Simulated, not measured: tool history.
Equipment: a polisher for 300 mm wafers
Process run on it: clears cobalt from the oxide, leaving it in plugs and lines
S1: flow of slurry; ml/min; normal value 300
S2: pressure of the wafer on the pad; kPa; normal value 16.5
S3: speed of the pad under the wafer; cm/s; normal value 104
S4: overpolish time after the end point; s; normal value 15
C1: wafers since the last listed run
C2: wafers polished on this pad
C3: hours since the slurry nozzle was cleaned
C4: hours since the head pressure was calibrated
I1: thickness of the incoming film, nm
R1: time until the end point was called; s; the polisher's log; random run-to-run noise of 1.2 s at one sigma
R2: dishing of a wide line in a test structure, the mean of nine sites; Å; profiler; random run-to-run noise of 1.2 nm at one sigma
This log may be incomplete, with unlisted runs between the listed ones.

run   hour   S1    S2   S3  S4   C1    C2     C3     C4     I1     R1   R2
  1      0  300  16.5  114  15    0   770  622.9   92.2  373.3   71.9  464
  2   15.2  300  16.5  114  15  162   933  638.1  107.4  376.2   73.1  496
  3   24.2  300  16.5  104  15   96  1030  647.1  116.4  366.6   77.1  470
  4   38.1  300  16.5  104  15  149  1179    661  130.3  367.4   77.8  458
      42.3  -- worn pad replaced by a new one
  5   50.5  235  16.5  104  10   90    87  673.4  142.7  368.2   75.1  368
  6   58.9  300  16.5  104  15   90   177  681.8  151.1  373.8   74.2  463
  7   70.2  300  16.5  104  15  121   299  693.1  162.4  374.1   74.3  462
  8   82.2  300  16.5  104  15  128   427  705.1  174.4  370.8   73.9  477
  9   90.2  300  17.9  104  15   85   513  713.1  182.4  369.1   69.8  477
 10  101.7  300  17.9  104  15  123   636  724.6  193.9  365.6   68.5  486
     104.6  -- slurry nozzle cleaned
 11  108.7  300  17.9  104  15   64   701    4.1  200.9  372.5   69.3  496
 12  120.1  375  22.1   70   9  122   823   15.5  212.3  372.2   77.1  333
 13  137.6  300  16.5  122  10  187  1010     33  229.8  376.7   66.2  392
     145.7  -- worn pad replaced by a new one
 14  146.2  235    20  104  22   49     5   41.6  238.4  363.9   60.3  614
 15  159.7  355  13.1   80  21  144   149   55.1  251.9  370.4  114.6  458
 16  172.2  300  22.1  130  10  134   283   67.6  264.4  366.9     45  478
     182.4  -- head pressure recalibrated
 17  185.3  300  19.3  104  18  118   402   80.7    2.9  372.6   64.6  576
 18  194.7  300  16.5  104  15  100   503   90.1   12.3  370.4   75.4  488
 19    205  300  16.5  104  22  110   614  100.4   22.6    363   74.8  579
 20    219  300  16.5  104  12  150   764  114.4   36.6  368.1   75.6  426
     252.8  -- worn pad replaced by a new one
 21  269.1  300  19.3  104  18  494   174  164.5   86.7  370.3   64.2  554
 22  284.8  360    20   68  13  168   342  180.2  102.4  365.6   86.1  408
 23    302  345    20  104  15  184   527  197.4  119.6  367.9   60.8  535

3 ways to go on from here, each from the tool as it stands after run 23. What would each give?
  A  302.4  300  16.5  104  15   4  531  197.8  120  376.6   ?   ?
  B  302.4  355  16.5  104  15   4  531  197.8  120  376.6   ?   ?
  C  302.4  390  19.3  114  10   4  531  197.8  120  376.6   ?   ?

run    R1   R2
  A  77.8  476
  B  76.7  480
  C  60.3  435
Stripped of hidden state, with their random variation kept, the same runs would have yielded:
run    R1   R2
  A  74.7  487
  B  73.6  492
  C  57.8  446
